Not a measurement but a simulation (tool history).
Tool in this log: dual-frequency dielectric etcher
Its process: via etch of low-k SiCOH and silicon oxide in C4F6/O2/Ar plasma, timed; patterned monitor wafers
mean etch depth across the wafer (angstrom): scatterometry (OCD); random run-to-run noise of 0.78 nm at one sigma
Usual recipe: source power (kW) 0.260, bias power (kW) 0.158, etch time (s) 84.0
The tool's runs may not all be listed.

run	hour	source power (kW)	bias power (kW)	etch time (s)	wafers since the last listed run	hours since the last wet clean	hours since the last source power generator calibration	hours since the last bias power generator calibration	hours since the last upper electrode change	hours since the gauge calibration	read-back reference wafer on the same gauge, depth_nm	mean etch depth across the wafer (angstrom)
1	0.0	0.260	0.158	84.0	0	435.9	95.2	4388.7	3767.4	1950.7	211.5	2003
2	40.7	0.260	0.158	84.0	589	476.6	135.9	4429.4	3808.1	1991.4	212.5	1992
# hour 66.8: wet clean of the chamber
# hour 101.8: bias power generator calibrated
3	104.2	0.260	0.158	84.0	514	37.4	199.4	2.4	3871.6	2054.9	213.0	2006
4	157.5	0.260	0.158	84.0	772	90.7	252.7	55.7	3924.9	2108.2	213.0	2002
# hour 171.4: gauge calibrated
5	201.5	0.260	0.158	84.0	637	134.7	296.7	99.7	3968.9	30.1	205.6	1944
6	235.4	0.320	0.158	72.0	491	168.6	330.6	133.6	4002.8	64.0	205.6	1821
7	264.2	0.290	0.189	102.5	417	197.4	359.4	162.4	4031.6	92.8	205.6	2647
8	344.0	0.220	0.128	99.5	1156	277.2	439.2	242.2	4111.4	172.6	205.7	1986
# hour 373.2: upper electrode replaced
9	409.2	0.280	0.129	84.0	597	342.4	504.4	307.4	36.0	237.8	205.9	1878
10	444.4	0.220	0.122	99.5	510	377.6	539.6	342.6	71.2	273.0	205.5	1957
11	481.9	0.260	0.158	66.0	543	415.1	577.1	380.1	108.7	310.5	205.5	1526
# hour 546.4: wet clean of the chamber
12	546.9	0.260	0.158	84.0	594	0.5	642.1	445.1	173.7	375.5	205.7	1950
13	612.0	0.260	0.158	84.0	943	65.6	707.2	510.2	238.8	440.6	206.1	1937
14	665.6	0.300	0.158	84.0	776	119.2	760.8	563.8	292.4	494.2	206.2	2085
15	740.1	0.260	0.158	84.0	1079	193.7	835.3	638.3	366.9	568.7	206.5	1940
16	769.9	0.300	0.120	72.5	431	223.5	865.1	668.1	396.7	598.5	205.8	1650
17	802.0	0.290	0.119	84.0	465	255.6	897.2	700.2	428.8	630.6	206.0	1883
18	839.4	0.210	0.158	84.0	541	293.0	934.6	737.6	466.2	668.0	206.3	1767
19	903.7	0.260	0.169	68.0	931	357.3	998.9	801.9	530.5	732.3	206.6	1603
20	935.9	0.260	0.141	64.5	466	389.5	1031.1	834.1	562.7	764.5	206.5	1443
# hour 965.3: wet clean of the chamber
21	977.3	0.300	0.158	74.5	252	12.0	1072.5	875.5	604.1	805.9	206.9	1849
22	1023.5	0.300	0.178	84.0	669	58.2	1118.7	921.7	650.3	852.1	206.2	2172
23	1092.2	0.310	0.190	84.0	995	126.9	1187.4	990.4	719.0	920.8	206.7	2231
24	1138.4	0.260	0.118	99.0	669	173.1	1233.6	1036.6	765.2	967.0	206.9	2111
25	1181.8	0.260	0.158	66.0	628	216.5	1277.0	1080.0	808.6	1010.4	207.1	1532
26	1214.1	0.260	0.143	84.0	468	248.8	1309.3	1112.3	840.9	1042.7	207.1	1886
27	1257.1	0.260	0.186	73.0	623	291.8	1352.3	1155.3	883.9	1085.7	207.7	1806
28	1317.8	0.310	0.158	84.0	879	352.5	1413.0	1216.0	944.6	1146.4	207.3	2125
29	1357.5	0.260	0.158	74.0	575	392.2	1452.7	1255.7	984.3	1186.1	207.8	1729

Predict each of these 5 candidate next runs independently; none follows another, all start after run 29:
A	1357.9	0.260	0.158	84.0	5	392.6	1453.1	1256.1	984.7	1186.5	?	?
B	1357.9	0.230	0.158	107.0	5	392.6	1453.1	1256.1	984.7	1186.5	?	?
C	1357.9	0.260	0.129	68.0	5	392.6	1453.1	1256.1	984.7	1186.5	?	?
D	1357.9	0.260	0.158	105.5	5	392.6	1453.1	1256.1	984.7	1186.5	?	?
E	1357.9	0.220	0.134	102.5	5	392.6	1453.1	1256.1	984.7	1186.5	?	?

run	read-back reference wafer on the same gauge, depth_nm	mean etch depth across the wafer (angstrom)
A	207.2	1961
B	207.2	2358
C	207.2	1489
D	207.2	2463
E	207.2	2096
Without the tool's unlogged condition, the same runs would have read:
run	mean etch depth across the wafer (angstrom)
A	1955
B	2351
C	1484
D	2456
E	2090
